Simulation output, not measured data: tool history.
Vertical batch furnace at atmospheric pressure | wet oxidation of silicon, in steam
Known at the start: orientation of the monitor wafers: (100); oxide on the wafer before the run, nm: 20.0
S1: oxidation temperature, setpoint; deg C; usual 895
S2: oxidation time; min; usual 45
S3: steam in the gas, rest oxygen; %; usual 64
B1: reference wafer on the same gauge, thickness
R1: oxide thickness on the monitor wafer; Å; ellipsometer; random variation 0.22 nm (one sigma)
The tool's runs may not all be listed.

run	hour	S1	S2	S3	B1	R1
1	0	895	45	64	80.13	924.3
2	32.5	895	45	64	80.24	924
3	68.3	895	45	64	80.12	923.5
4	88.2	895	45	64	80.22	920.6
5	110.6	895	45	64	80.13	918.4
6	126	895	45	64	80.21	920.1
7	154.4	895	45	64	80.18	920.8
8	169.8	895	45	64	80.21	922
9	196.4	895	45	61	80.23	888.1
10	209.1	895	45	61	80.19	885.8
11	236.5	895	45	61	80.23	883.4
12	268.8	895	45	64	80.19	917.6
13	291.8	895	45	64	80.19	916.4
14	317.7	895	45	64	80.23	915
15	339.3	873	32	64	80.22	563.7
16	358.7	875	55.5	73	80.18	917.6
# hour 378.2: gauge calibrated
17	392.7	916	67	64	80.18	1583.1
# hour 417.8: steam generator serviced
18	427.5	904	62	73	80.18	1512.8
19	445.8	895	45	64	80.21	956.7
20	462.3	918	57.5	55	80.19	1335.4
21	485.1	886	45	64	80.17	856.8
# hour 518.1: thermocouples replaced and temperature profile calibrated
22	518.6	895	30	71	80.21	770
23	522.4	895	45	64	80.2	956.4

The next listed run, before its measurement:
24	544.5	895	31	64	?	?

Run 24 gave B1 80.18, R1 734.9 Å.
Without the tool's hidden state the same run would have given R1 738.7 Å.

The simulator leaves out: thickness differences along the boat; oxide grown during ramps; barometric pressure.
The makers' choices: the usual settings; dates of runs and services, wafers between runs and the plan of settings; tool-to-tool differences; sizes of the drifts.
